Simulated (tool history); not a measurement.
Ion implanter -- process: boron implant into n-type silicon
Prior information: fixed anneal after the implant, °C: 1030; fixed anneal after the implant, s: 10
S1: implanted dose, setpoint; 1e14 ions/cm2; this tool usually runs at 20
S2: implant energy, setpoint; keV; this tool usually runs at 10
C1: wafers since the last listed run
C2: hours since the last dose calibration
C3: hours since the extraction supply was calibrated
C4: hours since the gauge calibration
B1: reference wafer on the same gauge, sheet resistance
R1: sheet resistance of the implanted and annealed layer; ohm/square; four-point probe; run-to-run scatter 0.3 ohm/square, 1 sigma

run     day     S1    S2    C1      C2      C3      C4     B1      R1
  1       0     20    10     0  1616.4  5783.4   561.3  93.02   102.6
  2   1.338     20    10   464  1648.5  5815.5   593.4  92.97  102.85
  3   3.796     20    10   853  1707.5  5874.5   652.4  92.96  102.67
  4   5.971     20    10   755  1759.7  5926.7   704.6     93  102.64
  5   8.783     20    10   976  1827.2  5994.2   772.1  93.01   102.5
     14.162  -- extraction supply calibrated
  6  15.088     20    10  2073  1978.5    22.2   923.4  93.01  102.73
  7  16.592     20  11.5   522  2014.6    58.3   959.5  92.99   95.23
  8  18.242  18.13    10   573  2054.2    97.9   999.1  93.02  105.02
  9  20.771     20     9   878  2114.9   158.6  1059.8  93.01  108.77
 10  23.154  25.45    12   827  2172.1   215.8    1117  92.98   87.92
     23.258  -- gauge calibrated
 11  26.096     20    10  1021  2242.7   286.4    68.1  92.95  103.35
 12  27.525  23.25    10   496    2277   320.7   102.4     93   98.74
     28.642  -- Faraday cup replaced and dose calibrated
 13      29     20    10   396     8.6   356.1   137.8  92.98  102.54
 14  30.083  24.66    10   376    34.6   382.1   163.8  92.99      98
 15  31.825     24   6.5   604    76.4   423.9   205.6  93.03  125.11
 16  33.683  15.65     7   645     121   468.5   250.2  92.99  129.21
 17  36.512  24.73     8   982   188.9   536.4   318.1  92.91  111.48
 18  38.067  22.76   7.5   539   226.2   573.7   355.4  92.95  116.49

Forecast each of these 5 alternatives for the next run:
  A  38.083     20   10   5  226.6  574.1  355.8   ?   ?
  B  38.083  17.18  8.5   5  226.6  574.1  355.8   ?   ?
  C  38.083  25.75    7   5  226.6  574.1  355.8   ?   ?
  D  38.083  25.95  8.5   5  226.6  574.1  355.8   ?   ?
  E  38.083  24.24   11   5  226.6  574.1  355.8   ?   ?

run     B1      R1
  A  93.12  102.32
  B  93.12  115.26
  C  93.12  119.53
  D  93.12  106.69
  E  93.12   92.84
Without the tool's hidden state the same runs would have given:
run      R1
  A  102.32
  B  115.26
  C  119.53
  D  106.69
  E   92.84
